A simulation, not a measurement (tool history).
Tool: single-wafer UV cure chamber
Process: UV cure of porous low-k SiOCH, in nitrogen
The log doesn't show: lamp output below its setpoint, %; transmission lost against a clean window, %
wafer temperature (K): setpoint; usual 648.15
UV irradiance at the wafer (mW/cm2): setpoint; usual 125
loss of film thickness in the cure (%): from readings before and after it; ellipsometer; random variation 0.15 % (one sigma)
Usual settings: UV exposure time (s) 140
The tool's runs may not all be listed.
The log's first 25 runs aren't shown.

run    hour  wafer temperature (K)  UV exposure time (s)  UV irradiance at the wafer (mW/cm2)  wafers since the last listed run  hours since the UV bulbs were replaced  wafers since the quartz window was cleaned  loss of film thickness in the cure (%)
 26  1518.5                 664.15                   180                                  142                               555                                   790.6                                        1192                                  17.088
 27  1570.8                 659.15                   140                                  125                               420                                   842.9                                        1613                                  14.743
 28  1640.2                 659.15                    75                                  125                               558                                   912.3                                        2171                                  11.073
 29  1679.0                 648.15                   185                                  139                               312                                   951.1                                        2483                                  16.379
 30  1709.1                 660.15                   205                                   96                               242                                   981.2                                        2725                                  15.142
 31  1764.4                 648.15                   185                                   98                               444                                  1036.5                                        3170                                  14.246
 32  1806.0                 643.15                   175                                  156                               334                                  1078.1                                        3504                                  16.326
 33  1872.7                 648.15                   140                                  125                               536                                  1144.8                                        4041                                  13.631
 34  1922.5                 648.15                   190                                  148                               400                                  1194.6                                        4441                                  16.286
 35  1953.6                 640.15                   140                                  125                               250                                  1225.7                                        4691                                  13.172
     1968.0  -- quartz window cleaned
 36  1989.8                 648.15                   140                                  125                               226                                  1261.9                                         175                                  14.568
 37  2047.2                 648.15                   140                                  106                               461                                  1319.3                                         637                                  13.688
 38  2083.5                 633.15                   140                                  148                               291                                  1355.6                                         929                                  15.243
 39  2116.2                 648.15                   190                                  148                               262                                  1388.3                                        1192                                  17.304

Forecast each of these 4 alternatives for the next run:
  A  2116.7                 648.15                   140                                  125                                 4                                  1388.8                                        1196                                       ?
  B  2116.7                 648.15                    90                                  125                                 4                                  1388.8                                        1196                                       ?
  C  2116.7                 654.15                   140                                  125                                 4                                  1388.8                                        1196                                       ?
  D  2116.7                 648.15                   140                                  154                                 4                                  1388.8                                        1196                                       ?

run  loss of film thickness in the cure (%)
  A                                  14.784
  B                                  12.274
  C                                  14.927
  D                                  16.004
Without the tool's hidden state the same runs would have given:
run  loss of film thickness in the cure (%)
  A                                  14.875
  B                                  12.362
  C                                  15.018
  D                                  16.098
